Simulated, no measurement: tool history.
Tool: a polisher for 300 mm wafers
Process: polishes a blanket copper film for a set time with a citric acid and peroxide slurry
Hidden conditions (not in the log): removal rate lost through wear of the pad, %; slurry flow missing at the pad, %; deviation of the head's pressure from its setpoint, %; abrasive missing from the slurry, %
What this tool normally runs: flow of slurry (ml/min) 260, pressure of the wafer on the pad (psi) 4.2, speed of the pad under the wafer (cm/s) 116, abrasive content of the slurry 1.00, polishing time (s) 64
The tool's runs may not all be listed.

run	hour	flow of slurry (ml/min)	pressure of the wafer on the pad (psi)	speed of the pad under the wafer (cm/s)	abrasive content of the slurry	polishing time (s)	wafers since the last listed run	wafers polished on this pad	hours since the slurry nozzle was cleaned	hours since the head pressure was calibrated	hours since the slurry blender was calibrated	incoming thickness of the incoming film, nm	film removed (nm)
1	0.0	260	4.2	116	1.00	64	0	212	683.3	398.6	411.3	642.4	219.4
# hour 44.4: slurry nozzle cleaned
2	50.8	260	4.2	116	1.00	64	386	599	6.4	449.4	462.1	640.9	215.5
# hour 128.0: head pressure recalibrated
3	128.5	260	4.2	116	1.00	64	587	1187	84.1	0.5	539.8	639.6	212.5
4	209.7	260	4.2	116	1.00	64	630	1817	165.3	81.7	621.0	628.3	211.9
# hour 255.9: slurry blender recalibrated
5	271.8	260	4.2	116	1.00	64	466	2284	227.4	143.8	15.9	650.9	209.8
6	313.2	260	4.2	116	1.00	64	321	2606	268.8	185.2	57.3	626.3	207.1
7	402.3	260	4.2	116	1.00	64	691	3298	357.9	274.3	146.4	636.1	207.0
8	459.8	260	4.2	116	1.00	64	446	3744	415.4	331.8	203.9	632.5	205.8
9	529.3	260	4.2	116	1.00	64	539	4284	484.9	401.3	273.4	634.5	201.3
# hour 573.5: worn pad replaced by a new one
10	610.4	260	4.2	116	1.00	64	598	286	566.0	482.4	354.5	644.4	214.2
# hour 659.8: head pressure recalibrated
11	688.2	260	4.2	94	1.00	64	588	875	643.8	28.4	432.3	640.8	199.8
12	746.5	260	3.4	136	1.00	64	452	1328	702.1	86.7	490.6	649.9	209.9
# hour 773.1: slurry nozzle cleaned
# hour 777.9: slurry blender recalibrated
13	813.0	220	4.2	80	1.00	64	493	1821	39.9	153.2	35.1	635.1	181.6
14	912.9	260	4.2	116	1.00	64	775	2597	139.8	253.1	135.0	643.1	208.0
15	997.1	195	3.3	140	1.25	64	653	3251	224.0	337.3	219.2	641.2	200.0
16	1061.5	290	4.2	98	1.00	64	500	3751	288.4	401.7	283.6	644.1	191.8
# hour 1097.9: worn pad replaced by a new one
17	1114.5	345	4.2	116	0.75	84	380	128	341.4	454.7	336.6	632.8	275.7
18	1151.2	260	3.4	88	0.80	64	285	413	378.1	491.4	373.3	635.7	167.5
19	1217.9	260	4.2	138	1.00	64	518	932	444.8	558.1	440.0	642.5	235.4
20	1261.5	260	4.2	102	1.00	45	338	1270	488.4	601.7	483.6	631.6	142.3
# hour 1281.1: head pressure recalibrated
# hour 1316.4: slurry blender recalibrated
21	1367.2	260	4.2	116	1.00	64	789	2060	594.1	86.1	50.8	636.8	212.5
22	1433.6	335	5.1	116	1.00	64	515	2576	660.5	152.5	117.2	638.6	236.8
23	1491.2	195	4.8	86	1.10	64	447	3023	718.1	210.1	174.8	644.9	192.4
# hour 1531.9: slurry nozzle cleaned
24	1580.8	345	5.7	116	1.00	72	688	3711	48.9	299.7	264.4	643.8	276.9
25	1633.9	260	4.2	116	1.00	64	412	4124	102.0	352.8	317.5	636.5	199.3
# hour 1651.6: worn pad replaced by a new one
26	1733.4	260	4.2	116	1.00	64	741	635	201.5	452.3	417.0	632.9	212.4
27	1867.9	260	4.6	134	1.00	64	1044	1679	336.0	586.8	551.5	632.4	236.8
# hour 1908.1: head pressure recalibrated
# hour 1917.1: slurry blender recalibrated
28	1925.7	260	4.2	116	1.00	64	417	2097	393.8	17.6	8.6	641.3	209.7
29	1993.0	260	4.2	116	1.00	64	522	2620	461.1	84.9	75.9	646.7	208.2
30	2064.3	235	4.2	84	1.00	76	553	3174	532.4	156.2	147.2	643.3	212.8

What was the tool's hidden state at every run in the log?
slurry flow missing at the pad, %: 0, the same for each run
deviation of the head's pressure from its setpoint, %: 0, the same for each run
abrasive missing from the slurry, %: 0, the same for each run
H1: removal rate lost through wear of the pad, %
run	H1
1	0.51
2	0.637
3	1.07
4	1.83
5	2.62
6	3.25
7	4.88
8	6.14
9	7.86
10	1.13
11	1.41
12	1.81
13	2.46
14	3.83
15	5.36
16	6.76
17	0.744
18	0.805
19	1.08
20	1.37
21	2.46
22	3.42
23	4.42
24	6.28
25	7.57
26	1.6
27	2.55
28	3.23
29	4.21
30	5.49

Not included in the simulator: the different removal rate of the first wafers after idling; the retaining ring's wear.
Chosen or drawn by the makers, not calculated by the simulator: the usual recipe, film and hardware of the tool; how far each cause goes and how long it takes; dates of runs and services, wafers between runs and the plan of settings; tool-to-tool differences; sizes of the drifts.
